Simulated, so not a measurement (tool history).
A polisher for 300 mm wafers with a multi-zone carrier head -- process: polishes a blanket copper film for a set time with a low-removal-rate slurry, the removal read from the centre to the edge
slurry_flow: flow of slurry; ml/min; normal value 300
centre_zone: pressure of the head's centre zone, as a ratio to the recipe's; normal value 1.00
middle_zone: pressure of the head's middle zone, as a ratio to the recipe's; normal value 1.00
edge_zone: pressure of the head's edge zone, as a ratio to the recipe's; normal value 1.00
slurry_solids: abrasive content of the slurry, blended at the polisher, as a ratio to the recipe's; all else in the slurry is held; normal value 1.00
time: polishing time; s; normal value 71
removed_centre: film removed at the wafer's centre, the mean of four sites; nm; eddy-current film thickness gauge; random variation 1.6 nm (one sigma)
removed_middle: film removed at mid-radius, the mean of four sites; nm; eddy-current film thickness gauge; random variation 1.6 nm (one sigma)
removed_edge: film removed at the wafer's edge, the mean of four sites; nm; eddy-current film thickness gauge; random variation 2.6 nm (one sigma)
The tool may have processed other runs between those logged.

run,hour,slurry_flow,centre_zone,middle_zone,edge_zone,slurry_solids,time,wafers since the last listed run,wafers polished on this pad,hours since the slurry nozzle was cleaned,hours since the centre zone pressure was calibrated,hours since the edge zone pressure was calibrated,hours since the carrier head's membrane was replaced,"incoming thickness of the incoming film, nm",removed_centre,removed_middle,removed_edge
1,0.0,300,1.00,1.00,1.00,1.00,71,0,1962,406.8,318.7,305.0,1362.0,1387.3,209.4,201.1,190.1
# hour 25.3: slurry nozzle cleaned
2,76.1,300,1.00,1.00,1.00,1.00,71,904,2866,50.8,394.8,381.1,1438.1,1391.9,208.5,198.3,196.0
# hour 117.7: worn pad replaced by a new one
# hour 128.5: centre zone pressure recalibrated
3,137.2,300,1.00,1.00,1.00,1.00,71,663,211,111.9,8.7,442.2,1499.2,1401.5,198.9,199.2,195.1
4,221.5,300,1.00,1.00,1.00,1.00,71,1014,1226,196.2,93.0,526.5,1583.5,1385.2,200.4,201.0,196.9
5,303.3,300,1.00,1.00,1.00,1.00,71,984,2210,278.0,174.8,608.3,1665.3,1412.2,204.7,194.5,198.9
6,384.7,300,1.00,1.00,1.00,1.00,71,980,3190,359.4,256.2,689.7,1746.7,1391.8,207.8,198.0,193.9
# hour 388.8: worn pad replaced by a new one
# hour 424.9: slurry nozzle cleaned
7,434.8,300,1.00,1.00,1.00,1.00,71,543,541,9.9,306.3,739.8,1796.8,1405.9,209.5,196.2,195.0
8,524.0,300,1.00,1.00,1.00,1.00,71,1073,1615,99.1,395.5,829.0,1886.0,1399.6,213.0,199.1,193.4
# hour 545.9: centre zone pressure recalibrated
# hour 555.3: edge zone pressure recalibrated
# hour 595.6: carrier head's membrane replaced by a new one
9,602.3,300,1.00,1.00,1.00,1.00,71,834,2449,177.4,56.4,47.0,6.7,1432.7,200.3,197.6,193.8
# hour 641.6: worn pad replaced by a new one
10,652.6,300,1.03,1.00,0.88,0.85,50,557,132,227.7,106.7,97.3,57.0,1402.5,139.3,134.3,124.7
11,760.5,220,1.08,1.00,1.09,1.00,71,1299,1431,335.6,214.6,205.2,164.9,1403.5,205.0,192.7,199.5
12,859.5,265,1.11,1.00,0.96,1.15,71,1191,2623,434.6,313.6,304.2,263.9,1393.9,230.0,200.3,191.5
# hour 870.1: slurry nozzle cleaned
# hour 921.7: worn pad replaced by a new one
13,949.3,250,1.00,1.05,1.00,1.00,55,1020,332,79.2,403.4,394.0,353.7,1425.9,162.5,155.3,150.6
# hour 998.0: centre zone pressure recalibrated
14,1037.7,300,1.00,1.00,1.00,1.00,71,1040,1372,167.6,39.7,482.4,442.1,1431.0,194.1,198.3,194.1
15,1088.5,300,1.00,0.96,1.00,1.00,59,611,1984,218.4,90.5,533.2,492.9,1416.5,162.3,158.3,159.5
# hour 1160.0: worn pad replaced by a new one
16,1178.1,300,1.00,1.00,1.00,1.00,71,1030,217,308.0,180.1,622.8,582.5,1429.5,196.5,198.5,194.3
17,1254.9,385,0.92,1.00,1.00,1.00,71,924,1142,384.8,256.9,699.6,659.3,1420.1,196.5,201.5,199.0

3 ways to go on from here, each from the tool as it stands after run 17. What would each give?
A,1255.3,405,1.00,1.00,1.00,1.00,71,4,1147,385.2,257.3,700.0,659.7,1386.7,?,?,?
B,1255.3,345,1.05,1.00,1.00,0.75,84,4,1147,385.2,257.3,700.0,659.7,1386.7,?,?,?
C,1255.3,220,1.00,1.00,0.96,1.25,71,4,1147,385.2,257.3,700.0,659.7,1386.7,?,?,?

run,removed_centre,removed_middle,removed_edge
A,206.8,205.2,194.5
B,234.4,225.1,214.0
C,204.2,203.8,192.0
With no hidden state in the tool, these same runs would have given:
run,removed_centre,removed_middle,removed_edge
A,198.8,205.3,194.5
B,225.3,225.1,214.0
C,196.2,203.8,192.0
